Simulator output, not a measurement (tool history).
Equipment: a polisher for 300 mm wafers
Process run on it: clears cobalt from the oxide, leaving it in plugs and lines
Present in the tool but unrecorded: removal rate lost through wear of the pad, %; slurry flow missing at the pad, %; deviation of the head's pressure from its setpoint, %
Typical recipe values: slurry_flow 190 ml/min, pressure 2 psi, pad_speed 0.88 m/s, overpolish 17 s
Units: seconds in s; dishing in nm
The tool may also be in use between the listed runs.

| run | hour | slurry_flow | pressure | pad_speed | overpolish | wafers since the last listed run | wafers polished on this pad | hours since the slurry nozzle was cleaned | hours since the head pressure was calibrated | incoming thickness of the incoming film, nm | seconds | dishing |
|---|---|---|---|---|---|---|---|---|---|---|---|---|
| 1 | 0 | 190 | 2.5 | 1.02 | 17 | 0 | 68 | 373.6 | 838.5 | 211.6 | 40.3 | 47.3 |
| 2 | 26 | 190 | 2.5 | 1.02 | 17 | 267 | 335 | 399.6 | 864.5 | 209.4 | 40.8 | 46.9 |
| 3 | 55.7 | 190 | 2.2 | 0.88 | 17 | 305 | 640 | 429.3 | 894.2 | 211.8 | 56.1 | 39.6 |
|  | 75.2 | worn pad replaced by a new one |
| 4 | 84.2 | 190 | 2 | 0.88 | 17 | 251 | 92 | 457.8 | 922.7 | 210.6 | 57.7 | 39.1 |
| 5 | 102.6 | 190 | 2 | 0.88 | 17 | 189 | 281 | 476.2 | 941.1 | 211.6 | 61.8 | 38.6 |
| 6 | 121 | 190 | 2 | 0.88 | 17 | 189 | 470 | 494.6 | 959.5 | 205.9 | 62.2 | 38.1 |
| 7 | 133.2 | 190 | 2 | 0.88 | 17 | 125 | 595 | 506.8 | 971.7 | 213.8 | 64.2 | 37.5 |
|  | 153.7 | worn pad replaced by a new one |
|  | 159.4 | slurry nozzle cleaned |
| 8 | 162.7 | 190 | 2 | 0.88 | 17 | 251 | 82 | 3.3 | 1001.2 | 211.2 | 51.9 | 42.4 |
| 9 | 185.7 | 190 | 2 | 0.88 | 17 | 236 | 318 | 26.3 | 1024.2 | 207.1 | 52.9 | 40.5 |

Run 10, settings as shown, results not yet in. Your forecast:
| 10 | 209.4 | 190 | 2 | 0.88 | 17 | 243 | 562 | 50 | 1047.9 | 209.2 | ? | ? |

Run 10 came out at seconds 54.3 s, dishing 40.4 nm.
With the hidden condition absent and the run-to-run variation left alone, this run would have shown seconds 49.9 s, dishing 42.4 nm.
